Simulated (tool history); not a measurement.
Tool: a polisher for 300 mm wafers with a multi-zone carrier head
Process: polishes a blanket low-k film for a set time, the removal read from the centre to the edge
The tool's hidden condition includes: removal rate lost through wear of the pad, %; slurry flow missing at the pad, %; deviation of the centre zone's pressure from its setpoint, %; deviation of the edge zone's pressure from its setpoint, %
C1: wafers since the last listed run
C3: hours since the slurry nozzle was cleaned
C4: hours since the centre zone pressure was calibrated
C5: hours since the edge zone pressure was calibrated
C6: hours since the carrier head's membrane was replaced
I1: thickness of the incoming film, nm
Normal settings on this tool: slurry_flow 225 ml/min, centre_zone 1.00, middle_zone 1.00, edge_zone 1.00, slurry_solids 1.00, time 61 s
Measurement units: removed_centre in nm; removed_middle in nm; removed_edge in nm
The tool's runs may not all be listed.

Run 1, hour 0.0: usual settings; C1 0; wafers polished on this pad 301; C3 180.1; C4 1012.6; C5 1074.1; C6 799.5; I1 744.2. Result: removed_centre 20.4 nm, removed_middle 20.3 nm, removed_edge 20.2 nm.
Run 2, hour 15.9: usual settings; C1 102; wafers polished on this pad 403; C3 196.0; C4 1028.5; C5 1090.0; C6 815.4; I1 747.7. Result: removed_centre 20.1 nm, removed_middle 20.2 nm, removed_edge 20.4 nm.
Run 3, hour 32.9: usual settings; C1 109; wafers polished on this pad 512; C3 213.0; C4 1045.5; C5 1107.0; C6 832.4; I1 753.1. Result: removed_centre 20.3 nm, removed_middle 20.5 nm, removed_edge 20.1 nm.
Run 4, hour 49.3: usual settings but time 69 s; C1 105; wafers polished on this pad 618; C3 229.4; C4 1061.9; C5 1123.4; C6 848.8; I1 736.4. Result: removed_centre 22.9 nm, removed_middle 22.7 nm, removed_edge 22.8 nm.
At hour 65.4: edge zone pressure recalibrated.
Run 5, hour 65.9: usual settings but time 69 s; C1 93; wafers polished on this pad 711; C3 246.0; C4 1078.5; C5 0.5; C6 865.4; I1 757.5. Result: removed_centre 22.9 nm, removed_middle 22.7 nm, removed_edge 22.7 nm.
Run 6, hour 74.4: usual settings; C1 54; wafers polished on this pad 766; C3 254.5; C4 1087.0; C5 9.0; C6 873.9; I1 736.5. Result: removed_centre 20.3 nm, removed_middle 19.7 nm, removed_edge 20.2 nm.
Run 7, hour 85.5: usual settings; C1 71; wafers polished on this pad 837; C3 265.6; C4 1098.1; C5 20.1; C6 885.0; I1 741.7. Result: removed_centre 19.8 nm, removed_middle 19.9 nm, removed_edge 20.0 nm.
At hour 92.9: slurry nozzle cleaned.
At hour 95.0: worn pad replaced by a new one.
Run 8, hour 95.9: usual settings; C1 46; wafers polished on this pad 5; C3 3.0; C4 1108.5; C5 30.5; C6 895.4; I1 743.7. Result: removed_centre 18.1 nm, removed_middle 18.3 nm, removed_edge 18.7 nm.
Run 9, hour 106.2: usual settings but time 69 s; C1 66; wafers polished on this pad 72; C3 13.3; C4 1118.8; C5 40.8; C6 905.7; I1 750.8. Result: removed_centre 20.0 nm, removed_middle 21.0 nm, removed_edge 21.4 nm.
Run 10, hour 119.5: usual settings but slurry_flow 305 ml/min, centre_zone 1.06, edge_zone 0.92; C1 85; wafers polished on this pad 157; C3 26.6; C4 1132.1; C5 54.1; C6 919.0; I1 746.1. Result: removed_centre 21.1 nm, removed_middle 19.6 nm, removed_edge 19.1 nm.
At hour 127.2: centre zone pressure recalibrated.
Run 11, hour 134.1: usual settings but slurry_flow 255 ml/min, edge_zone 0.96, slurry_solids 0.70, time 45 s; C1 80; wafers polished on this pad 238; C3 41.2; C4 6.9; C5 68.7; C6 933.6; I1 747.2. Result: removed_centre 10.9 nm, removed_middle 11.3 nm, removed_edge 11.1 nm.
At hour 135.5: slurry nozzle cleaned, repeated, since the last time left the tool worse.
Run 12, hour 143.7: usual settings but slurry_flow 275 ml/min, middle_zone 0.92, edge_zone 0.94, time 73 s; C1 55; wafers polished on this pad 293; C3 8.2; C4 16.5; C5 78.3; C6 943.2; I1 753.7. Result: removed_centre 25.9 nm, removed_middle 23.9 nm, removed_edge 24.9 nm.
At hour 156.9: carrier head's membrane replaced by a new one.
Run 13, hour 157.4: usual settings but slurry_solids 1.10; C1 55; wafers polished on this pad 349; C3 21.9; C4 30.2; C5 92.0; C6 0.5; I1 747.4. Result: removed_centre 22.4 nm, removed_middle 21.9 nm, removed_edge 21.6 nm.
Run 14, hour 169.5: usual settings but slurry_flow 285 ml/min, centre_zone 0.94, middle_zone 0.97, slurry_solids 1.15; C1 77; wafers polished on this pad 427; C3 34.0; C4 42.3; C5 104.1; C6 12.6; I1 752.9. Result: removed_centre 22.4 nm, removed_middle 22.7 nm, removed_edge 22.4 nm.
Run 15, hour 181.3: usual settings but centre_zone 0.90, middle_zone 0.91, slurry_solids 0.85; C1 75; wafers polished on this pad 502; C3 45.8; C4 54.1; C5 115.9; C6 24.4; I1 742.6. Result: removed_centre 17.5 nm, removed_middle 17.8 nm, removed_edge 19.0 nm.
Run 16, hour 190.3: usual settings; C1 57; wafers polished on this pad 560; C3 54.8; C4 63.1; C5 124.9; C6 33.4; I1 747.5. Result: removed_centre 21.2 nm, removed_middle 20.8 nm, removed_edge 20.5 nm.
Run 17, hour 202.2: usual settings but middle_zone 1.07, time 41 s; C1 76; wafers polished on this pad 637; C3 66.7; C4 75.0; C5 136.8; C6 45.3; I1 763.0. Result: removed_centre 14.2 nm, removed_middle 14.8 nm, removed_edge 13.6 nm.

5 ways to go on from here, each from the tool as it stands after run 17. What would each give?
Run A, hour 202.6: usual settings but middle_zone 0.92; C1 2; wafers polished on this pad 639; C3 67.1; C4 75.4; C5 137.2; C6 45.7; I1 743.4. Result: removed_centre ?, removed_middle ?, removed_edge ?.
Run B, hour 202.6: usual settings but centre_zone 0.93, middle_zone 0.96; C1 2; wafers polished on this pad 639; C3 67.1; C4 75.4; C5 137.2; C6 45.7; I1 743.4. Result: removed_centre ?, removed_middle ?, removed_edge ?.
Run C, hour 202.6: usual settings but slurry_flow 285 ml/min, centre_zone 0.92, slurry_solids 0.85; C1 2; wafers polished on this pad 639; C3 67.1; C4 75.4; C5 137.2; C6 45.7; I1 743.4. Result: removed_centre ?, removed_middle ?, removed_edge ?.
Run D, hour 202.6: usual settings but slurry_flow 305 ml/min, middle_zone 1.06; C1 2; wafers polished on this pad 639; C3 67.1; C4 75.4; C5 137.2; C6 45.7; I1 743.4. Result: removed_centre ?, removed_middle ?, removed_edge ?.
Run E, hour 202.6: usual settings but centre_zone 0.92, time 47 s; C1 2; wafers polished on this pad 639; C3 67.1; C4 75.4; C5 137.2; C6 45.7; I1 743.4. Result: removed_centre ?, removed_middle ?, removed_edge ?.

run  removed_centre  removed_middle  removed_edge
  A            21.0            19.3          20.7
  B            19.5            20.0          20.7
  C            18.3            19.6          19.4
  D            21.9            22.6          21.3
  E            14.9            16.0          15.9
Stripped of hidden state, with their random variation kept, the same runs would have yielded:
run  removed_centre  removed_middle  removed_edge
  A            21.3            19.6          20.9
  B            19.8            20.3          20.9
  C            18.5            19.8          19.6
  D            22.2            22.9          21.4
  E            15.1            16.2          16.1
